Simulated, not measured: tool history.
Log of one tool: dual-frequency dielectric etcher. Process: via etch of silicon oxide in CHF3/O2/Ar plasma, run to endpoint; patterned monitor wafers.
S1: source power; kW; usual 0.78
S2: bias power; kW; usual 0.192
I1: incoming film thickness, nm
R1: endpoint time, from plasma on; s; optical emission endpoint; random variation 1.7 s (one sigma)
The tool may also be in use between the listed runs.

run	hour	S1	S2	I1	R1
1	0	0.78	0.192	755.6	308.1
2	11.2	0.78	0.192	750.5	304.5
3	20.6	0.78	0.174	743.6	318.1
4	31.3	0.78	0.174	749.5	320
5	42.1	0.78	0.174	756.6	320.3
6	58.7	0.84	0.224	756	283.3
7	70.6	0.84	0.224	757.9	283
8	85.7	0.84	0.224	758.2	284.7
9	95	0.78	0.192	753.2	309.3
10	107.4	0.78	0.192	748.6	311.3
11	113.9	0.78	0.192	753.2	308.4
12	151	0.78	0.177	760.6	322.4
13	165.5	0.78	0.154	755.4	338.9
14	176.8	0.78	0.154	745.9	336.9
15	193.5	0.78	0.226	758.2	292.3
16	200.5	0.78	0.192	757.4	311.1
17	226.6	0.86	0.151	763.5	328.1
18	227	0.69	0.166	753.8	348.2
19	236.6	0.78	0.154	750.7	334.3
20	252.7	0.78	0.192	750.7	306.3
21	263	0.71	0.156	756.7	351.4
22	281	0.78	0.192	755.3	309.9
23	293.5	0.94	0.205	763.2	279.9
24	309.1	0.84	0.17	759.1	313.4
25	320.4	0.67	0.149	756.9	369.5
26	328.8	0.96	0.206	760.5	276.7
27	339.8	0.64	0.232	757.3	320.5
28	355.7	0.78	0.161	750	328.4
29	363.1	0.89	0.192	759.6	293.4
30	370	0.66	0.192	760.7	340
31	381.3	0.9	0.218	755	275.1

Taken out of this log: 4 entries between the listed runs. Where each belongs, and how the hidden state differs across it:
Between runs 11 and 12: upper electrode replaced (hour 140.9)
  no hidden state differs between the two runs
Between runs 12 and 13: bias power generator calibrated (hour 157.9)
  no hidden state differs between the two runs
Between runs 16 and 17: wet clean of the chamber (hour 226.1)
  no hidden state differs between the two runs
Between runs 23 and 24: source power generator calibrated (hour 298.1)
  no hidden state differs between the two runs
